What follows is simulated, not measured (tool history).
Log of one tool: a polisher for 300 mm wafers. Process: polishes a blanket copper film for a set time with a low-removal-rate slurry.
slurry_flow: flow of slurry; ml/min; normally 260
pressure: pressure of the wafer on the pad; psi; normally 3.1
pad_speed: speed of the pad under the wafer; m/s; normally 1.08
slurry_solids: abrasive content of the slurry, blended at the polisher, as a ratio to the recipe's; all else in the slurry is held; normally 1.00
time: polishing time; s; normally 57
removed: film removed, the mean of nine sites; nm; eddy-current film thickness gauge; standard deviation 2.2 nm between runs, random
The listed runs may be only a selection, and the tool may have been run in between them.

run,day,slurry_flow,pressure,pad_speed,slurry_solids,time,wafers since the last listed run,wafers polished on this pad,hours since the slurry nozzle was cleaned,hours since the head pressure was calibrated,hours since the slurry blender was calibrated,"incoming thickness of the incoming film, nm",removed
1,0.000,260,3.1,1.08,1.00,57,0,730,4.1,739.0,266.4,635.7,170.0
2,0.521,260,3.1,1.08,1.00,57,165,896,16.6,751.5,278.9,648.4,170.4
# day 0.954: worn pad replaced by a new one
3,1.888,260,3.4,1.08,1.00,62,381,297,49.4,784.3,311.7,634.4,203.3
4,3.225,260,3.1,1.08,1.00,57,425,722,81.5,816.4,343.8,642.9,171.3
# day 4.012: worn pad replaced by a new one
5,4.033,260,3.1,1.08,1.00,57,204,7,100.9,835.8,363.2,629.3,166.5
6,4.650,260,3.1,1.08,1.00,57,196,203,115.7,850.6,378.0,634.1,167.9
7,5.367,260,3.1,1.08,1.00,57,227,431,132.9,867.8,395.2,641.4,169.3
# day 5.954: slurry blender recalibrated
8,6.583,260,3.7,1.46,1.00,71,360,791,162.1,897.0,15.1,630.0,341.2
# day 7.100: worn pad replaced by a new one
9,7.904,260,3.1,1.38,0.70,57,366,256,193.8,928.7,46.8,648.5,191.2
# day 9.133: head pressure recalibrated
10,9.150,345,3.1,1.08,0.75,57,369,625,223.7,0.4,76.7,644.9,173.9
# day 9.442: slurry nozzle cleaned
# day 10.179: worn pad replaced by a new one
11,10.446,320,3.1,1.08,0.75,49,345,84,24.1,31.5,107.8,638.0,149.9
12,11.396,260,3.4,1.08,1.00,62,302,386,46.9,54.3,130.6,645.1,220.7
13,12.008,330,3.1,0.90,0.80,57,194,581,61.6,69.0,145.3,641.4,145.3
# day 12.967: worn pad replaced by a new one
14,13.033,260,3.1,0.92,1.00,68,272,21,86.2,93.6,169.9,631.2,185.1
15,14.208,260,3.7,1.08,1.00,57,373,395,114.4,121.8,198.1,628.7,220.6

Here are 5 independent what-if runs from the current tool condition. What would each one return?
A,14.225,260,3.1,1.08,1.00,57,5,400,114.8,122.2,198.5,640.0,?
B,14.225,260,2.1,1.08,1.25,57,5,400,114.8,122.2,198.5,640.0,?
C,14.225,260,3.1,1.08,0.85,57,5,400,114.8,122.2,198.5,640.0,?
D,14.225,195,3.9,1.08,1.10,62,5,400,114.8,122.2,198.5,640.0,?
E,14.225,260,3.1,1.20,1.00,57,5,400,114.8,122.2,198.5,640.0,?

run,removed
A,184.2
B,132.7
C,175.9
D,253.8
E,204.7
Take away the tool's hidden state, keep each run's random variation, and the runs would have read:
run,removed
A,183.1
B,131.9
C,174.9
D,252.2
E,203.5
